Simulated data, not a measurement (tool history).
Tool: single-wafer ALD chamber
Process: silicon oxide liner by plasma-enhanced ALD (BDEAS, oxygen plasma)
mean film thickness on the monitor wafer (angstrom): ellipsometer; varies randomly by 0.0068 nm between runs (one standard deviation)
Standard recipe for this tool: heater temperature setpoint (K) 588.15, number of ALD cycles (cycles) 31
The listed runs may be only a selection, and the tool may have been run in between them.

run     day  heater temperature setpoint (K)  number of ALD cycles (cycles)  wafers since the last listed run  hours since the last thermocouple change  hours since the gauge calibration  read-back reference wafer on the same gauge, thickness_nm  mean film thickness on the monitor wafer (angstrom)
  1   0.000                           588.15                             31                                 0                                     290.0                             1769.3                                                      2.588                                                26.47
  2   2.817                           588.15                             31                               823                                     357.6                             1836.9                                                      2.591                                                26.36
  3   4.025                           588.15                             31                               353                                     386.6                             1865.9                                                      2.591                                                26.29
  4   5.475                           588.15                             31                               423                                     421.4                             1900.7                                                      2.590                                                26.53
  5  10.304                           588.15                             31                              1411                                     537.3                             2016.6                                                      2.591                                                26.42
  6  15.329                           588.15                             31                              1468                                     657.9                             2137.2                                                      2.589                                                26.37
  7  18.112                           588.15                             31                               813                                     724.7                             2204.0                                                      2.589                                                26.47
  8  20.358                           588.15                             31                               656                                     778.6                             2257.9                                                      2.589                                                26.45
  9  21.967                           588.15                             31                               470                                     817.2                             2296.5                                                      2.591                                                26.57
 10  23.529                           584.15                             31                               456                                     854.7                             2334.0                                                      2.590                                                26.49
 11  25.529                           588.15                             31                               584                                     902.7                             2382.0                                                      2.589                                                26.44
 12  27.821                           588.15                             31                               669                                     957.7                             2437.0                                                      2.589                                                26.39
 13  29.546                           588.15                             31                               504                                     999.1                             2478.4                                                      2.590                                                26.50
     30.246  -- gauge calibrated
 14  30.667                           588.15                             31                               327                                    1026.0                               10.1                                                      2.590                                                26.44
 15  33.633                           588.15                             31                               867                                    1097.2                               81.3                                                      2.591                                                26.47
 16  39.121                           588.15                             31                              1604                                    1228.9                              213.0                                                      2.589                                                26.44
 17  40.454                           588.15                             31                               389                                    1260.9                              245.0                                                      2.588                                                26.57
 18  42.738                           588.15                             31                               667                                    1315.7                              299.8                                                      2.589                                                26.49
 19  44.746                           588.15                             31                               587                                    1363.9                              348.0                                                      2.589                                                26.46
 20  46.483                           588.15                             31                               507                                    1405.6                              389.7                                                      2.591                                                26.42
 21  48.533                           588.15                             31                               599                                    1454.8                              438.9                                                      2.590                                                26.36
 22  50.825                           588.15                             31                               669                                    1509.8                              493.9                                                      2.592                                                26.48
     52.642  -- thermocouple changed; heater temperature recalibrated
 23  53.721                           588.15                             25                               749                                      25.9                              563.4                                                      2.590                                                21.44
 24  55.417                           588.15                             31                               495                                      66.6                              604.1                                                      2.589                                                26.42
 25  58.250                           602.15                             27                               828                                     134.6                              672.1                                                      2.590                                                22.49
 26  60.038                           592.15                             27                               522                                     177.5                              715.0                                                      2.587                                                23.02
 27  61.312                           600.15                             31                               372                                     208.1                              745.6                                                      2.590                                                25.92
 28  63.246                           574.15                             36                               565                                     254.5                              792.0                                                      2.590                                                31.47
 29  65.654                           588.15                             31                               703                                     312.3                              849.8                                                      2.591                                                26.37
 30  66.783                           581.15                             34                               330                                     339.4                              876.9                                                      2.592                                                29.36
 31  68.079                           577.15                             28                               378                                     370.5                              908.0                                                      2.589                                                24.41
 32  70.842                           588.15                             31                               807                                     436.8                              974.3                                                      2.591                                                26.44
 33  72.458                           574.15                             28                               472                                     475.6                             1013.1                                                      2.592                                                24.42
 34  73.712                           588.15                             29                               366                                     505.7                             1043.2                                                      2.592                                                24.84
 35  75.771                           588.15                             27                               601                                     555.1                             1092.6                                                      2.590                                                22.97
 36  77.004                           578.15                             34                               360                                     584.7                             1122.2                                                      2.592                                                29.30
 37  78.654                           603.15                             31                               482                                     624.3                             1161.8                                                      2.590                                                25.90
 38  81.154                           588.15                             34                               730                                     684.3                             1221.8                                                      2.589                                                29.13
 39  82.879                           588.15                             35                               504                                     725.7                             1263.2                                                      2.590                                                29.86
 40  84.929                           588.15                             33                               599                                     774.9                             1312.4                                                      2.590                                                28.22
 41  86.754                           595.15                             34                               533                                     818.7                             1356.2                                                      2.591                                                28.77
 42  89.325                           602.15                             34                               751                                     880.4                             1417.9                                                      2.590                                                28.31
 43  91.033                           582.15                             31                               499                                     921.4                             1458.9                                                      2.589                                                26.66
 44  95.408                           588.15                             31                              1278                                    1026.4                             1563.9                                                      2.591                                                26.40
 45  97.721                           594.15                             31                               675                                    1081.9                             1619.4                                                      2.589                                                26.18

Exercise: give the hidden state of the tool at every run:
wafer temperature above the value expected at the setpoint (K): 0 in every run
gauge reads high (%): 0 in every run
